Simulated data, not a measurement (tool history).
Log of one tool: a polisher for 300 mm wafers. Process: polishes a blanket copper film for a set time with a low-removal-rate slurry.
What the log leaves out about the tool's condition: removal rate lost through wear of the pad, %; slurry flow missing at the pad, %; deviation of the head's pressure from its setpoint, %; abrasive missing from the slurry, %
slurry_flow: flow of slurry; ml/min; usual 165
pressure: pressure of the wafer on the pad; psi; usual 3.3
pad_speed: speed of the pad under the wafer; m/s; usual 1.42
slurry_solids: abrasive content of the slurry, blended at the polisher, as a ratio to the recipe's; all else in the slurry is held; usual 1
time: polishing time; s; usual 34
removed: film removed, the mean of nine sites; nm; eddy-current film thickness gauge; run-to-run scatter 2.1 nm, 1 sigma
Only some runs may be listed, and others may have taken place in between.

run,day,slurry_flow,pressure,pad_speed,slurry_solids,time,wafers since the last listed run,wafers polished on this pad,hours since the slurry nozzle was cleaned,hours since the head pressure was calibrated,hours since the slurry blender was calibrated,"incoming thickness of the incoming film, nm",removed
1,0,165,3.3,1.42,1,34,0,850,53.8,470.6,72.7,1574.6,176.1
2,2.45,165,3.3,1.04,1,26,382,1232,112.6,529.4,131.5,1564,104.8
3,4.225,165,3.3,1.04,1,26,277,1509,155.2,572,174.1,1558.7,103.1
4,8.617,165,3.3,1.04,1,26,685,2195,260.6,677.4,279.5,1567.3,98.7
# day 12.242: worn pad replaced by a new one
5,12.512,165,3.3,1.42,1,29,582,42,354.1,770.9,373,1536.2,153.6
# day 15.817: slurry blender recalibrated
6,15.838,165,3.3,1.42,1,29,506,548,433.9,850.7,0.5,1560.1,152.4
# day 16.129: slurry nozzle cleaned
7,17.808,165,3.3,1.42,1,29,301,850,40.3,898,47.8,1582.5,154
8,20.433,165,3.3,1.42,1,34,409,1259,103.3,961,110.8,1585.7,173.4
9,22.021,165,3.3,1.22,1,34,247,1507,141.4,999.1,148.9,1570.8,153.4
10,25.379,165,3.3,1.42,0.8,34,524,2032,222,1079.7,229.5,1587.6,159.2
# day 27.558: worn pad replaced by a new one, of another model than before
# day 30.975: slurry nozzle cleaned
# day 33.496: slurry blender recalibrated
# day 35.112: head pressure recalibrated
11,37.088,165,3.3,1.42,0.8,34,1770,1456,146.7,47.4,86.2,1538,161.4
12,39.638,165,3.3,1.42,0.8,34,398,1854,207.9,108.6,147.4,1554,155.8
13,41.446,165,3.3,1.02,1,41,282,2136,251.3,152,190.8,1557.3,174.6
14,43.829,165,2.6,0.92,1,34,372,2508,308.5,209.2,248,1540,115.6
15,45.521,105,3.7,1.42,1,34,264,2773,349.1,249.8,288.6,1567.8,170.7
# day 46.688: worn pad replaced by a new one
16,49.262,165,3.3,1.28,0.85,34,558,402,438.9,339.6,378.4,1576.1,158.5
# day 51.021: slurry nozzle cleaned
# day 51.25: slurry blender recalibrated
17,52.758,165,3.3,1.08,1,34,526,928,41.7,423.5,36.2,1593.8,156.4
18,54.283,165,3.8,1.42,1,34,238,1166,78.3,460.1,72.8,1555.9,193.4
19,57.812,205,3.3,1.86,0.85,29,551,1717,163,544.8,157.5,1588.9,166.3
20,60.017,165,3.7,1.42,1,42,344,2062,215.9,597.7,210.4,1596,222.7
# day 62.054: worn pad replaced by a new one
# day 66.638: slurry blender recalibrated
# day 66.829: slurry nozzle cleaned
21,72.921,165,3.3,1.42,1,34,1969,1677,146.2,907.4,150.8,1572.9,173.2
22,75.475,165,3.3,1.42,1,34,398,2076,207.5,968.7,212.1,1560.4,170.5
# day 78.133: worn pad replaced by a new one
23,78.196,165,3.3,1.18,1,34,398,9,272.8,1034,277.4,1577.4,163.4
24,80.996,165,2.6,0.92,1,34,437,446,340,1101.2,344.6,1588.3,127.9
25,82.7,210,3.3,1.42,1.3,28,266,713,380.9,1142.1,385.5,1581,167.3
# day 82.85: slurry blender recalibrated
# day 83.904: slurry nozzle cleaned
26,87.2,165,3.3,0.96,1,46,683,1396,79.1,1250.1,104.4,1570.6,197.2

Consider 3 possible next runs. They are alternatives, not a sequence: every one starts from the tool as it was left by run 26. What does each give?
A,87.217,165,3.3,1.42,1,34,2,1398,79.5,1250.5,104.8,1593.3,?
B,87.217,165,3.3,1.14,1,34,2,1398,79.5,1250.5,104.8,1593.3,?
C,87.217,165,3.3,1.42,1,39,2,1398,79.5,1250.5,104.8,1593.3,?

run,removed
A,177.5
B,158.9
C,203.6
Take away the tool's hidden state, keep each run's random variation, and the runs would have read:
run,removed
A,183.4
B,164.2
C,210.3

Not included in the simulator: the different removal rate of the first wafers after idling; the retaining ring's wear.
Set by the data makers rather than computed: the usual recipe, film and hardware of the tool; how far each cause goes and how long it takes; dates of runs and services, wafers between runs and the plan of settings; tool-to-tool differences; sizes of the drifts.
